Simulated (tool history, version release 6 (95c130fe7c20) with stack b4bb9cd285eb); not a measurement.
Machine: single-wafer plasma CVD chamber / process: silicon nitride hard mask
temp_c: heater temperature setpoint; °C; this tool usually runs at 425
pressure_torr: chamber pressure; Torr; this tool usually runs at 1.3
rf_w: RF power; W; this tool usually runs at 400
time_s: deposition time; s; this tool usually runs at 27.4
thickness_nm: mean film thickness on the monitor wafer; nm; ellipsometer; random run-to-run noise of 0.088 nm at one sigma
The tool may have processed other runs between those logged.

| run | hour | temp_c | pressure_torr | rf_w | time_s | wafers since the last listed run | hours since the last thermocouple change | hours since the last RF generator calibration | hours since the last manometer calibration | hours since the showerhead was replaced | hours since the gauge calibration | read-back reference wafer on the same gauge, thickness_nm | thickness_nm |
|---|---|---|---|---|---|---|---|---|---|---|---|---|---|
| 1 | 0 | 414 | 1.3 | 400 | 31 | 0 | 1081.1 | 358.1 | 2024.9 | 4944.3 | 67.3 | 32.415 | 38.783 |
| 2 | 34.5 | 414 | 1.3 | 400 | 31 | 560 | 1115.6 | 392.6 | 2059.4 | 4978.8 | 101.8 | 32.394 | 38.754 |
| 3 | 64.6 | 414 | 1.3 | 400 | 31 | 488 | 1145.7 | 422.7 | 2089.5 | 5008.9 | 131.9 | 32.414 | 38.69 |
| 4 | 99.2 | 425 | 1.3 | 400 | 27.4 | 561 | 1180.3 | 457.3 | 2124.1 | 5043.5 | 166.5 | 32.415 | 34.039 |
| 5 | 119.7 | 425 | 1.3 | 450 | 27.4 | 332 | 1200.8 | 477.8 | 2144.6 | 5064 | 187 | 32.381 | 35.846 |
| 6 | 140.6 | 425 | 1.3 | 450 | 27.4 | 339 | 1221.7 | 498.7 | 2165.5 | 5084.9 | 207.9 | 32.404 | 35.712 |
| 7 | 165.3 | 425 | 1.3 | 400 | 27.4 | 401 | 1246.4 | 523.4 | 2190.2 | 5109.6 | 232.6 | 32.411 | 33.831 |
| 8 | 200.8 | 425 | 1.3 | 400 | 27.4 | 576 | 1281.9 | 558.9 | 2225.7 | 5145.1 | 268.1 | 32.394 | 33.863 |
| 9 | 221.6 | 425 | 1.3 | 400 | 27.4 | 337 | 1302.7 | 579.7 | 2246.5 | 5165.9 | 288.9 | 32.421 | 33.974 |
| 10 | 242.5 | 425 | 1.3 | 400 | 27.4 | 339 | 1323.6 | 600.6 | 2267.4 | 5186.8 | 309.8 | 32.401 | 34.044 |
| 11 | 330.6 | 425 | 1.3 | 335 | 27.4 | 1430 | 1411.7 | 688.7 | 2355.5 | 5274.9 | 397.9 | 32.428 | 31.077 |
| 12 | 362.5 | 425 | 1.3 | 335 | 27.4 | 518 | 1443.6 | 720.6 | 2387.4 | 5306.8 | 429.8 | 32.422 | 31.173 |
| 13 | 394.5 | 425 | 1.3 | 400 | 27.4 | 519 | 1475.6 | 752.6 | 2419.4 | 5338.8 | 461.8 | 32.427 | 33.843 |
| 14 | 415.4 | 425 | 1.3 | 400 | 27.4 | 339 | 1496.5 | 773.5 | 2440.3 | 5359.7 | 482.7 | 32.428 | 33.864 |

Expected results for the next run?
|  | 419.9 | gauge calibrated |
| 15 | 439.8 | 425 | 1.3 | 400 | 27.4 | 396 | 1520.9 | 797.9 | 2464.7 | 5384.1 | 19.9 | ? | ? |

{"run 15": {"read-back reference wafer on the same gauge, thickness_nm": 32.403, "thickness_nm": 33.857}}
If the tool had no hidden condition, the same run with the same run-to-run variation would have returned thickness_nm 35.021 nm.

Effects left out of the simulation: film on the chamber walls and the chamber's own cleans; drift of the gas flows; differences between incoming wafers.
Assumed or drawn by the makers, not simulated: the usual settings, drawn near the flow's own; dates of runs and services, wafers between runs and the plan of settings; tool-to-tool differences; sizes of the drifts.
